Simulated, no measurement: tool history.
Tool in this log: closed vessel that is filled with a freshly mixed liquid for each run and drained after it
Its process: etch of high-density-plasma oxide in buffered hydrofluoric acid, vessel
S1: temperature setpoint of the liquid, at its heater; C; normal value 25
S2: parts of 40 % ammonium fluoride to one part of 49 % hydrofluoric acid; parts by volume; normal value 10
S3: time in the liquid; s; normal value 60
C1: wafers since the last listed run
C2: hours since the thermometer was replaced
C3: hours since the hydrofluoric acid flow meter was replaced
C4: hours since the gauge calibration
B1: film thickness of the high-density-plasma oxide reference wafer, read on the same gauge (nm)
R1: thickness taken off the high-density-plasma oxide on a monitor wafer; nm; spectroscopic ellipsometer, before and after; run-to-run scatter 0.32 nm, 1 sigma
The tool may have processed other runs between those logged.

run   hour    S1    S2  S3    C1      C2      C3     C4      B1      R1
  1      0    25    11  60     0  3188.1  1995.2   46.8  100.02   89.38
  2   13.2    25    11  60   904  3201.3  2008.4     60  100.05   89.79
  3     26    25    10  60   877  3214.1  2021.2   72.8   99.96   97.69
  4     41    25    10  60  1028  3229.1  2036.2   87.8  100.04    98.8
  5   48.2    25    10  60   493  3236.3  2043.4     95   99.99   98.47
  6   65.2    25    10  60  1165  3253.3  2060.4    112  100.02   99.03
  7   81.7    25    10  60  1131  3269.8  2076.9  128.5   99.99   97.82
  8   89.5    25    10  60   534  3277.6  2084.7  136.3  100.01   97.82
  9  106.9    25    10  60  1192    3295  2102.1  153.7     100   98.64
 10  117.8    25    10  60   747  3305.9    2113  164.6  100.04   97.97
 11    128    25    10  60   699  3316.1  2123.2  174.8  100.01    98.8
     137.3  -- thermometer replaced
 12  144.7    25    10  45  1076     7.4  2139.9  191.5  100.03   64.44
     149.1  -- hydrofluoric acid flow meter replaced
 13    158    25    10  45   843    20.7     8.9  204.8   99.98   64.41
 14  169.2    25    10  45   767    31.9    20.1    216  100.05   64.92
 15  186.2    20    14  60  1165    48.9    37.1    233  100.01   47.34
 16  193.4  28.5    11  75   493    56.1    44.3  240.2   99.98   118.4
 17  208.8  23.5    10  85  1055    71.5    59.7  255.6   99.98  113.61
     215.4  -- gauge calibrated
 18  221.9    25   8.5  75   898    84.6    72.8    6.5   99.97  122.79
 19  229.3  22.5    12  70   507      92    80.2   13.9  100.02   73.63
 20  239.2  23.5    13  35   678   101.9    90.1   23.8   99.93   36.09
 21  249.3    25    11  60   692     112   100.2   33.9     100   78.68
 22  258.6    25    10  60   637   121.3   109.5   43.2   99.98   87.16
 23  272.8    25    10  60   973   135.5   123.7   57.4  100.03   86.62
 24  284.8    25    10  60   822   147.5   135.7   69.4     100   86.62
 25  291.5    25    10  60   459   154.2   142.4   76.1   99.97   86.84
 26  304.1    23   8.5  75   863   166.8     155   88.7  100.03  110.49
 27  313.9    25  11.5  30   671   176.6   164.8   98.5   99.95   37.86
 28  327.1    22    10  60   904   189.8     178  111.7  100.02   74.02
 29  341.5    20    14  60   987   204.2   192.4  126.1   99.99   47.16

The same runs without the tool's hidden state, with the same run-to-run variation:
The hidden state here: liquid hotter than its thermometer reads (K); hydrofluoric acid flow below the setpoint (%); gauge reads high (%).
run      R1
  1   76.54
  2   76.85
  3   83.57
  4   84.43
  5   84.15
  6   84.54
  7   83.46
  8   83.42
  9   84.07
 10   83.45
 11   84.11
 12   62.83
 13   62.76
 14   63.22
 15   46.01
 16  115.25
 17  110.37
 18  119.26
 19   71.48
 20   35.02
 21   76.34
 22   84.51
 23   83.94
 24    83.9
 25   84.07
 26  106.86
 27   36.61
 28   71.49
 29   45.51
